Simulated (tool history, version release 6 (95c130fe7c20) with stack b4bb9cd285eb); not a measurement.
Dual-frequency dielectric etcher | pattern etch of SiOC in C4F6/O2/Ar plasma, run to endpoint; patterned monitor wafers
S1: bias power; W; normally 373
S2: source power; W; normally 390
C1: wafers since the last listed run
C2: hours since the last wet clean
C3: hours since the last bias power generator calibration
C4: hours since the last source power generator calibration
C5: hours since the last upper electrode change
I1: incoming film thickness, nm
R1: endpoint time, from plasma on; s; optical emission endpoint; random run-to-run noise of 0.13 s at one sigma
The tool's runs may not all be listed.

run,day,S1,S2,C1,C2,C3,C4,C5,I1,R1
1,0,373,390,0,430,4469.7,1828.9,2993.5,43.31,15
# day 4.433: wet clean of the chamber
2,4.454,373,390,1572,0.5,4576.6,1935.8,3100.4,43.2,15.6
3,8.142,373,390,1678,89,4665.1,2024.3,3188.9,42.8,15.4
4,11.15,373,390,1369,161.2,4737.3,2096.5,3261.1,43.39,15.6
5,14.25,373,390,1411,235.6,4811.7,2170.9,3335.5,43.34,15.4
6,18.525,373,390,1946,338.2,4914.3,2273.5,3438.1,43.58,15.3
7,20.471,422,390,885,384.9,4961,2320.2,3484.8,43.37,14.1
# day 24.062: bias power generator calibrated
# day 24.175: source power generator calibrated
# day 24.442: wet clean of the chamber
# day 25.558: upper electrode replaced
8,25.579,422,390,1621,27.3,36.4,33.7,0.5,43.31,14.7
9,27.829,422,390,1024,81.3,90.4,87.7,54.5,43.33,14.6
10,30.004,373,390,990,133.5,142.6,139.9,106.7,43.26,15.6
11,34.317,312,390,1963,237,246.1,243.4,210.2,43.76,17.4
12,37.462,411,470,1432,312.5,321.6,318.9,285.7,43.08,13.2
13,41.362,320,350,1775,406.1,415.2,412.5,379.3,43.71,17.7
# day 42.842: wet clean of the chamber
14,45.242,441,320,1310,57.6,508.3,505.6,472.4,43.34,15.5
15,47.246,373,350,912,105.7,556.4,553.7,520.5,43.49,16.3
16,49.6,432,470,1071,162.2,612.9,610.2,577,43.17,13.3
17,51.438,303,320,836,206.3,657,654.3,621.1,43.55,19.5
18,53.4,345,440,893,253.4,704.1,701.4,668.2,43.27,15.4
19,55.333,373,390,880,299.8,750.5,747.8,714.6,43.77,15.7
20,58.688,373,390,1527,380.3,831,828.3,795.1,43.18,15.4
21,62.821,460,450,1881,479.5,930.2,927.5,894.3,43.26,12.9
# day 66.154: wet clean of the chamber
22,66.175,460,460,1071,0.5,1010.7,1008,974.8,42.85,12.8

Run-by-run hidden state of the tool:
bias power that arrives over what is set, %: 0 on each run
source power that arrives over what is set, %: 0 on each run
H1: etch rate over this chamber's usual, %
run,H1
1,4.44
2,0.0274
3,0.932
4,1.67
5,2.43
6,3.48
7,3.96
8,0.118
9,0.67
10,1.2
11,2.26
12,3.03
13,3.99
14,0.335
15,0.826
16,1.4
17,1.86
18,2.34
19,2.81
20,3.63
21,4.65
22,0.721
